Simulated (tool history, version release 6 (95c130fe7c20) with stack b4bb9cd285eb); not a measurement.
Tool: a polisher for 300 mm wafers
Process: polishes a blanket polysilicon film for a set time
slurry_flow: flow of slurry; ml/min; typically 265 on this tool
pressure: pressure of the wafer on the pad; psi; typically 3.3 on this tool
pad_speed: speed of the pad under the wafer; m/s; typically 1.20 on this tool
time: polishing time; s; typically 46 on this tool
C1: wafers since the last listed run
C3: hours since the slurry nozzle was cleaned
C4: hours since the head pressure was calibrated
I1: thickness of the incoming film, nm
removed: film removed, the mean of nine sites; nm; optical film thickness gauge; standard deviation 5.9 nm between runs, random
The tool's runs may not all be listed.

run 1 hour=0.0 | slurry_flow=265 pressure=3.3 pad_speed=0.98 time=46 | C1=0 wafers_polished_on_this_pad=2864 C3=383.7 C4=236.4 | I1=1528.5 | removed=346.7
-- hour=30.2 slurry nozzle cleaned
run 2 hour=34.9 | slurry_flow=265 pressure=3.3 pad_speed=0.98 time=46 | C1=313 wafers_polished_on_this_pad=3177 C3=4.7 C4=271.3 | I1=1522.8 | removed=372.0
-- hour=91.6 worn pad replaced by a new one
run 3 hour=132.8 | slurry_flow=265 pressure=3.3 pad_speed=1.20 time=42 | C1=868 wafers_polished_on_this_pad=381 C3=102.6 C4=369.2 | I1=1489.7 | removed=406.7
run 4 hour=184.0 | slurry_flow=265 pressure=3.3 pad_speed=1.20 time=42 | C1=473 wafers_polished_on_this_pad=854 C3=153.8 C4=420.4 | I1=1493.8 | removed=397.6
-- hour=221.8 head pressure recalibrated
run 5 hour=227.2 | slurry_flow=265 pressure=3.3 pad_speed=1.20 time=42 | C1=381 wafers_polished_on_this_pad=1235 C3=197.0 C4=5.4 | I1=1530.7 | removed=398.8
run 6 hour=288.4 | slurry_flow=265 pressure=3.3 pad_speed=1.20 time=46 | C1=565 wafers_polished_on_this_pad=1801 C3=258.2 C4=66.6 | I1=1519.3 | removed=428.0
run 7 hour=325.3 | slurry_flow=265 pressure=3.3 pad_speed=1.20 time=46 | C1=341 wafers_polished_on_this_pad=2142 C3=295.1 C4=103.5 | I1=1512.2 | removed=425.8
run 8 hour=363.2 | slurry_flow=265 pressure=3.3 pad_speed=1.20 time=46 | C1=350 wafers_polished_on_this_pad=2493 C3=333.0 C4=141.4 | I1=1532.3 | removed=434.6
run 9 hour=413.7 | slurry_flow=305 pressure=3.3 pad_speed=1.20 time=46 | C1=467 wafers_polished_on_this_pad=2960 C3=383.5 C4=191.9 | I1=1506.9 | removed=439.5
run 10 hour=454.9 | slurry_flow=305 pressure=3.3 pad_speed=1.20 time=46 | C1=381 wafers_polished_on_this_pad=3341 C3=424.7 C4=233.1 | I1=1521.2 | removed=438.1
-- hour=480.2 slurry nozzle cleaned
-- hour=509.9 worn pad replaced by a new one
run 11 hour=579.2 | slurry_flow=305 pressure=3.3 pad_speed=1.20 time=46 | C1=1103 wafers_polished_on_this_pad=640 C3=99.0 C4=357.4 | I1=1532.3 | removed=460.8
run 12 hour=614.0 | slurry_flow=265 pressure=2.8 pad_speed=1.20 time=57 | C1=321 wafers_polished_on_this_pad=962 C3=133.8 C4=392.2 | I1=1519.8 | removed=485.9
-- hour=677.0 head pressure recalibrated
run 13 hour=733.0 | slurry_flow=265 pressure=3.3 pad_speed=1.38 time=46 | C1=1082 wafers_polished_on_this_pad=2044 C3=252.8 C4=56.0 | I1=1506.9 | removed=488.3
run 14 hour=800.4 | slurry_flow=265 pressure=3.3 pad_speed=1.38 time=46 | C1=623 wafers_polished_on_this_pad=2667 C3=320.2 C4=123.4 | I1=1529.5 | removed=474.5
-- hour=846.7 slurry nozzle cleaned
run 15 hour=860.4 | slurry_flow=265 pressure=3.3 pad_speed=1.38 time=46 | C1=545 wafers_polished_on_this_pad=3213 C3=13.7 C4=183.4 | I1=1526.2 | removed=521.7
-- hour=899.0 worn pad replaced by a new one
run 16 hour=910.6 | slurry_flow=265 pressure=3.3 pad_speed=1.20 time=46 | C1=427 wafers_polished_on_this_pad=107 C3=63.9 C4=233.6 | I1=1511.0 | removed=442.0
run 17 hour=946.4 | slurry_flow=265 pressure=3.3 pad_speed=1.20 time=46 | C1=331 wafers_polished_on_this_pad=438 C3=99.7 C4=269.4 | I1=1518.0 | removed=438.9
run 18 hour=986.9 | slurry_flow=265 pressure=2.6 pad_speed=1.20 time=46 | C1=374 wafers_polished_on_this_pad=812 C3=140.2 C4=309.9 | I1=1520.1 | removed=360.2
run 19 hour=1051.1 | slurry_flow=310 pressure=3.3 pad_speed=1.20 time=39 | C1=593 wafers_polished_on_this_pad=1406 C3=204.4 C4=374.1 | I1=1524.3 | removed=377.0
run 20 hour=1079.0 | slurry_flow=265 pressure=4.3 pad_speed=1.20 time=35 | C1=258 wafers_polished_on_this_pad=1664 C3=232.3 C4=402.0 | I1=1522.9 | removed=394.2
run 21 hour=1121.1 | slurry_flow=265 pressure=4.0 pad_speed=1.52 time=46 | C1=389 wafers_polished_on_this_pad=2053 C3=274.4 C4=444.1 | I1=1493.3 | removed=627.2
-- hour=1130.9 head pressure recalibrated
run 22 hour=1148.9 | slurry_flow=265 pressure=3.3 pad_speed=1.20 time=57 | C1=238 wafers_polished_on_this_pad=2292 C3=302.2 C4=18.0 | I1=1511.1 | removed=513.0
run 23 hour=1314.1 | slurry_flow=305 pressure=3.3 pad_speed=1.20 time=46 | C1=1527 wafers_polished_on_this_pad=3820 C3=467.4 C4=183.2 | I1=1521.9 | removed=417.0
-- hour=1328.6 slurry nozzle cleaned
run 24 hour=1357.2 | slurry_flow=265 pressure=4.3 pad_speed=1.20 time=35 | C1=389 wafers_polished_on_this_pad=4209 C3=28.6 C4=226.3 | I1=1526.2 | removed=425.4
-- hour=1376.9 worn pad replaced by a new one
run 25 hour=1420.8 | slurry_flow=195 pressure=2.2 pad_speed=1.30 time=32 | C1=551 wafers_polished_on_this_pad=405 C3=92.2 C4=289.9 | I1=1506.0 | removed=235.4
run 26 hour=1470.2 | slurry_flow=265 pressure=3.3 pad_speed=0.78 time=46 | C1=456 wafers_polished_on_this_pad=862 C3=141.6 C4=339.3 | I1=1543.9 | removed=281.3
-- hour=1495.2 head pressure recalibrated
run 27 hour=1517.3 | slurry_flow=265 pressure=4.3 pad_speed=0.98 time=46 | C1=417 wafers_polished_on_this_pad=1279 C3=188.7 C4=22.1 | I1=1500.1 | removed=432.2
run 28 hour=1567.9 | slurry_flow=265 pressure=3.3 pad_speed=1.20 time=46 | C1=467 wafers_polished_on_this_pad=1747 C3=239.3 C4=72.7 | I1=1497.0 | removed=432.6
run 29 hour=1603.6 | slurry_flow=265 pressure=3.3 pad_speed=1.20 time=46 | C1=330 wafers_polished_on_this_pad=2077 C3=275.0 C4=108.4 | I1=1517.8 | removed=435.5
run 30 hour=1667.5 | slurry_flow=265 pressure=3.3 pad_speed=1.20 time=46 | C1=590 wafers_polished_on_this_pad=2668 C3=338.9 C4=172.3 | I1=1513.4 | removed=421.2
-- hour=1710.6 slurry nozzle cleaned
run 31 hour=1772.2 | slurry_flow=170 pressure=3.3 pad_speed=0.90 time=46 | C1=959 wafers_polished_on_this_pad=3627 C3=61.6 C4=277.0 | I1=1496.4 | removed=317.9
-- hour=1796.2 worn pad replaced by a new one
run 32 hour=1840.3 | slurry_flow=210 pressure=3.3 pad_speed=0.96 time=57 | C1=592 wafers_polished_on_this_pad=407 C3=129.7 C4=345.1 | I1=1501.4 | removed=421.1
run 33 hour=1910.7 | slurry_flow=295 pressure=2.9 pad_speed=0.86 time=60 | C1=651 wafers_polished_on_this_pad=1058 C3=200.1 C4=415.5 | I1=1514.4 | removed=369.0
run 34 hour=1940.0 | slurry_flow=290 pressure=2.3 pad_speed=1.34 time=33 | C1=270 wafers_polished_on_this_pad=1329 C3=229.4 C4=444.8 | I1=1508.5 | removed=264.7
-- hour=1956.9 head pressure recalibrated
run 35 hour=1984.6 | slurry_flow=265 pressure=2.1 pad_speed=1.60 time=46 | C1=393 wafers_polished_on_this_pad=1723 C3=274.0 C4=27.7 | I1=1531.0 | removed=407.7
run 36 hour=2020.3 | slurry_flow=190 pressure=3.3 pad_speed=1.20 time=46 | C1=330 wafers_polished_on_this_pad=2053 C3=309.7 C4=63.4 | I1=1536.6 | removed=391.6
run 37 hour=2076.2 | slurry_flow=190 pressure=2.3 pad_speed=0.90 time=40 | C1=516 wafers_polished_on_this_pad=2570 C3=365.6 C4=119.3 | I1=1498.6 | removed=192.8

Each run again, without the hidden state but with its own random variation kept:
What the log doesn't record here: removal rate lost through wear of the pad, %; slurry flow missing at the pad, %; deviation of the head's pressure from its setpoint, %.
run=1 removed=375.7
run=2 removed=372.8
run=3 removed=420.3
run=4 removed=416.3
run=5 removed=421.5
run=6 removed=456.9
run=7 removed=456.8
run=8 removed=468.0
run=9 removed=470.3
run=10 removed=469.7
run=11 removed=476.3
run=12 removed=510.1
run=13 removed=526.2
run=14 removed=516.0
run=15 removed=530.0
run=16 removed=457.9
run=17 removed=460.7
run=18 removed=383.3
run=19 removed=403.6
run=20 removed=429.9
run=21 removed=689.5
run=22 removed=566.5
run=23 removed=460.6
run=24 removed=431.8
run=25 removed=247.5
run=26 removed=296.0
run=27 removed=460.0
run=28 removed=465.2
run=29 removed=471.0
run=30 removed=459.1
run=31 removed=329.2
run=32 removed=443.9
run=33 removed=388.5
run=34 removed=280.3
run=35 removed=437.1
run=36 removed=434.6
run=37 removed=215.5

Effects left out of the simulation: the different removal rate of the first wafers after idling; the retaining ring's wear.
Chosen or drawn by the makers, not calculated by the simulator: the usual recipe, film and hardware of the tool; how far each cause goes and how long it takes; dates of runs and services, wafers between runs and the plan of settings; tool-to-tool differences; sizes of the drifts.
